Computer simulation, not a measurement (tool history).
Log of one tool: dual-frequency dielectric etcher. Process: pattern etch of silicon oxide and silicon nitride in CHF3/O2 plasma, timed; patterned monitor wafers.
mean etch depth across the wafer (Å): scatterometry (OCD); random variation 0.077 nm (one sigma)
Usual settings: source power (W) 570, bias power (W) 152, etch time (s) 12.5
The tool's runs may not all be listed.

run	hour	source power (W)	bias power (W)	etch time (s)	read-back reference wafer on the same gauge, depth_nm	mean etch depth across the wafer (Å)
1	0.0	570	152	12.5	18.15	167.2
# hour 14.8: gauge calibrated
# hour 17.4: source power generator calibrated
2	17.9	570	152	12.5	18.10	166.1
3	31.1	570	175	12.5	18.10	174.9
4	37.9	570	175	12.5	18.10	173.6
5	70.2	570	175	12.5	18.12	174.2
6	87.1	570	152	14.5	18.07	193.6
7	103.1	680	152	12.5	18.09	173.4
# hour 136.4: upper electrode replaced, of another model than before
8	136.9	650	170	12.5	18.09	179.8
9	139.7	570	152	12.5	18.06	165.5
10	148.0	450	152	12.5	18.05	145.5
11	158.6	570	152	12.5	18.10	165.6
12	173.8	570	152	12.5	18.12	163.7
# hour 192.9: bias power generator calibrated
# hour 201.3: wet clean of the chamber
13	201.8	570	178	16.0	18.10	222.8
14	202.1	480	166	13.5	18.13	170.9
15	206.3	570	118	9.0	18.13	117.3
16	214.4	680	152	10.0	18.15	147.4
17	258.7	570	152	12.5	18.14	169.2
18	271.0	500	136	16.5	18.08	204.2
19	279.2	570	152	16.0	18.11	215.5
20	293.3	570	152	12.5	18.07	166.8
21	310.5	680	183	10.0	18.13	150.9
22	326.7	570	152	12.5	18.13	168.0
23	340.6	530	152	11.0	18.13	142.6
24	353.1	710	123	14.0	18.13	201.5
25	363.3	610	167	15.5	18.12	218.5
26	371.7	570	152	12.5	18.10	168.0
27	387.5	570	152	12.5	18.12	168.0
28	401.2	570	152	12.5	18.09	167.6
29	408.9	670	164	12.5	18.10	183.9
30	415.8	630	152	16.5	18.10	230.9

4 ways to go on from here, each from the tool as it stands after run 30. What would each give?
A	416.2	570	152	12.5	?	?
B	416.2	450	173	16.0	?	?
C	416.2	530	133	12.5	?	?
D	416.2	650	139	12.5	?	?

run	read-back reference wafer on the same gauge, depth_nm	mean etch depth across the wafer (Å)
A	18.10	166.4
B	18.10	192.9
C	18.10	157.5
D	18.10	175.1
Without the tool's hidden state the same runs would have given:
run	mean etch depth across the wafer (Å)
A	169.3
B	196.2
C	160.1
D	178.1

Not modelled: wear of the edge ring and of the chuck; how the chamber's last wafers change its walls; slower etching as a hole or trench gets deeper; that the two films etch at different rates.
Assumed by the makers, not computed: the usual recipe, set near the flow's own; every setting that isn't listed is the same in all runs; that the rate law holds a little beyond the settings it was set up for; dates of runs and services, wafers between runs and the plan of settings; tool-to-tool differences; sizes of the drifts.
